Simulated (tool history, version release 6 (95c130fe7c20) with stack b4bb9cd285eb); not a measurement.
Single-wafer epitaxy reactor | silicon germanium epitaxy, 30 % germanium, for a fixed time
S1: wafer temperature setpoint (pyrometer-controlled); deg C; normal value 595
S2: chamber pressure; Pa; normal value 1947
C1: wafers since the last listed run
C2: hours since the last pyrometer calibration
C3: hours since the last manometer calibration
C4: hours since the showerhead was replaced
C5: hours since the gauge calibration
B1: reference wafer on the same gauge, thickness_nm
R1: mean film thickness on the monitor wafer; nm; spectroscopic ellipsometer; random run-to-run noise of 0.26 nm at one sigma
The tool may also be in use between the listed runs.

run 1 day=0.000 | S1=595 S2=1947 | C1=0 C2=671.9 C3=427.3 C4=3116.8 C5=941.9 | B1=48.846 | R1=50.881
run 2 day=1.529 | S1=595 S2=1947 | C1=562 C2=708.6 C3=464.0 C4=3153.5 C5=978.6 | B1=48.806 | R1=51.337
run 3 day=3.583 | S1=595 S2=1947 | C1=756 C2=757.9 C3=513.3 C4=3202.8 C5=1027.9 | B1=48.796 | R1=50.457
-- day=5.721 pyrometer calibrated
run 4 day=5.742 | S1=595 S2=1947 | C1=671 C2=0.5 C3=565.1 C4=3254.6 C5=1079.7 | B1=48.941 | R1=50.597
run 5 day=6.721 | S1=586 S2=1947 | C1=360 C2=24.0 C3=588.6 C4=3278.1 C5=1103.2 | B1=48.861 | R1=42.495
run 6 day=8.283 | S1=591 S2=1947 | C1=575 C2=61.5 C3=626.1 C4=3315.6 C5=1140.7 | B1=48.954 | R1=46.692
run 7 day=10.475 | S1=591 S2=1947 | C1=806 C2=114.1 C3=678.7 C4=3368.2 C5=1193.3 | B1=48.903 | R1=46.460
run 8 day=18.650 | S1=587 S2=1947 | C1=3009 C2=310.3 C3=874.9 C4=3564.4 C5=1389.5 | B1=48.973 | R1=42.658
run 9 day=20.800 | S1=587 S2=1947 | C1=791 C2=361.9 C3=926.5 C4=3616.0 C5=1441.1 | B1=48.981 | R1=42.578
run 10 day=23.462 | S1=587 S2=1947 | C1=980 C2=425.8 C3=990.4 C4=3679.9 C5=1505.0 | B1=48.956 | R1=42.534
run 11 day=25.483 | S1=599 S2=1947 | C1=743 C2=474.3 C3=1038.9 C4=3728.4 C5=1553.5 | B1=48.926 | R1=55.412
-- day=26.946 capacitance manometer re-zeroed and calibrated
-- day=27.692 gauge calibrated
run 12 day=31.167 | S1=595 S2=1947 | C1=1969 C2=610.7 C3=101.3 C4=3864.8 C5=83.4 | B1=48.817 | R1=50.944
run 13 day=32.246 | S1=595 S2=1947 | C1=397 C2=636.6 C3=127.2 C4=3890.7 C5=109.3 | B1=48.781 | R1=50.718
run 14 day=34.379 | S1=595 S2=1947 | C1=785 C2=687.8 C3=178.4 C4=3941.9 C5=160.5 | B1=48.881 | R1=50.595
run 15 day=36.042 | S1=595 S2=1947 | C1=611 C2=727.7 C3=218.3 C4=3981.8 C5=200.4 | B1=48.919 | R1=51.095
run 16 day=38.658 | S1=595 S2=1947 | C1=963 C2=790.5 C3=281.1 C4=4044.6 C5=263.2 | B1=48.857 | R1=51.138
-- day=39.575 pyrometer calibrated
run 17 day=41.496 | S1=584 S2=1800 | C1=921 C2=46.1 C3=349.2 C4=4112.7 C5=331.3 | B1=48.929 | R1=38.948
run 18 day=42.725 | S1=581 S2=1680 | C1=452 C2=75.6 C3=378.7 C4=4142.2 C5=360.8 | B1=48.920 | R1=35.796
run 19 day=45.712 | S1=590 S2=1533 | C1=1099 C2=147.3 C3=450.4 C4=4213.9 C5=432.5 | B1=48.871 | R1=42.637
run 20 day=46.788 | S1=581 S2=1680 | C1=395 C2=173.1 C3=476.2 C4=4239.7 C5=458.3 | B1=48.938 | R1=35.969
-- day=49.579 showerhead replaced
run 21 day=49.600 | S1=604 S2=1467 | C1=912 C2=240.6 C3=543.7 C4=0.5 C5=525.8 | B1=48.989 | R1=55.917
run 22 day=50.550 | S1=609 S2=2186 | C1=349 C2=263.4 C3=566.5 C4=23.3 C5=548.6 | B1=48.827 | R1=70.170
run 23 day=52.696 | S1=587 S2=1693 | C1=789 C2=314.9 C3=618.0 C4=74.8 C5=600.1 | B1=48.975 | R1=40.908
run 24 day=55.446 | S1=595 S2=1947 | C1=1012 C2=380.9 C3=684.0 C4=140.8 C5=666.1 | B1=48.950 | R1=51.053
run 25 day=56.638 | S1=606 S2=1480 | C1=438 C2=409.5 C3=712.6 C4=169.4 C5=694.7 | B1=48.843 | R1=58.927
run 26 day=58.017 | S1=608 S2=1573 | C1=507 C2=442.6 C3=745.7 C4=202.5 C5=727.8 | B1=48.877 | R1=62.425
run 27 day=59.354 | S1=607 S2=2186 | C1=492 C2=474.7 C3=777.8 C4=234.6 C5=759.9 | B1=48.874 | R1=66.776
run 28 day=61.158 | S1=602 S2=1787 | C1=664 C2=518.0 C3=821.1 C4=277.9 C5=803.2 | B1=49.049 | R1=57.080
run 29 day=63.333 | S1=581 S2=1680 | C1=800 C2=570.2 C3=873.3 C4=330.1 C5=855.4 | B1=48.874 | R1=36.164
run 30 day=64.975 | S1=595 S2=1947 | C1=604 C2=609.6 C3=912.7 C4=369.5 C5=894.8 | B1=48.812 | R1=51.070
run 31 day=67.762 | S1=595 S2=1947 | C1=1026 C2=676.5 C3=979.6 C4=436.4 C5=961.7 | B1=48.855 | R1=51.274
run 32 day=70.238 | S1=585 S2=2080 | C1=911 C2=735.9 C3=1039.0 C4=495.8 C5=1021.1 | B1=48.944 | R1=41.704
run 33 day=71.838 | S1=604 S2=2093 | C1=588 C2=774.3 C3=1077.4 C4=534.2 C5=1059.5 | B1=48.954 | R1=63.069
run 34 day=74.517 | S1=603 S2=1493 | C1=986 C2=838.6 C3=1141.7 C4=598.5 C5=1123.8 | B1=48.926 | R1=55.428
run 35 day=76.038 | S1=601 S2=1733 | C1=559 C2=875.1 C3=1178.2 C4=635.0 C5=1160.3 | B1=48.870 | R1=55.333

What differs in the tool's unlogged condition from the final listed run ahead of each entry between runs to the first listed run following it?
In the gap between runs 3 and 4: pyrometer calibrated (day 5.721)
  no hidden state differs between the two runs
In the gap between runs 11 and 12: capacitance manometer re-zeroed and calibrated (day 26.946); gauge calibrated (day 27.692)
  no hidden state differs between the two runs
In the gap between runs 16 and 17: pyrometer calibrated (day 39.575)
  no hidden state differs between the two runs
In the gap between runs 20 and 21: showerhead replaced (day 49.579)
  no hidden state differs between the two runs
